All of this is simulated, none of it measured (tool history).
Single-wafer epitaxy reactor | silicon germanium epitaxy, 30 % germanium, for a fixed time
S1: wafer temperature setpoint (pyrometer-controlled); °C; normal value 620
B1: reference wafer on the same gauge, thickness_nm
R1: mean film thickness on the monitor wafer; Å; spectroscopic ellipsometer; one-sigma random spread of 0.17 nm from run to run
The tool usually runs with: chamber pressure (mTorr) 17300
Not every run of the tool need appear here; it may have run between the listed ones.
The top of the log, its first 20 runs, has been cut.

Run 21, hour 1061.4: usual settings but S1 628 °C, chamber pressure (mTorr) 15800; B1 85.347. Result: R1 856.00 Å.
Run 22, hour 1107.1: usual settings but S1 607 °C, chamber pressure (mTorr) 18600; B1 85.364. Result: R1 595.43 Å.
Run 23, hour 1131.3: usual settings but chamber pressure (mTorr) 20900; B1 85.443. Result: R1 812.83 Å.
At hour 1145.2: pyrometer calibrated.
Run 24, hour 1202.7: usual settings but S1 624 °C; B1 85.491. Result: R1 820.64 Å.
Run 25, hour 1229.1: usual settings but S1 627 °C, chamber pressure (mTorr) 20400; B1 85.554. Result: R1 925.11 Å.
Run 26, hour 1300.3: usual settings; B1 85.557. Result: R1 757.79 Å.
Run 27, hour 1343.2: usual settings but S1 606 °C, chamber pressure (mTorr) 18500; B1 85.653. Result: R1 582.08 Å.
Run 28, hour 1414.8: usual settings but S1 629 °C, chamber pressure (mTorr) 21300; B1 85.736. Result: R1 982.90 Å.
Run 29, hour 1455.5: usual settings but S1 611 °C; B1 85.749. Result: R1 633.97 Å.

For run 30, what comes out?
Run 30, hour 1521.6: usual settings; B1 ?. Result: R1 ?.

{"run 30": {"B1": 85.822, "R1": 757.93}}
Without the tool's hidden state the same run would have given R1 746.64 Å.

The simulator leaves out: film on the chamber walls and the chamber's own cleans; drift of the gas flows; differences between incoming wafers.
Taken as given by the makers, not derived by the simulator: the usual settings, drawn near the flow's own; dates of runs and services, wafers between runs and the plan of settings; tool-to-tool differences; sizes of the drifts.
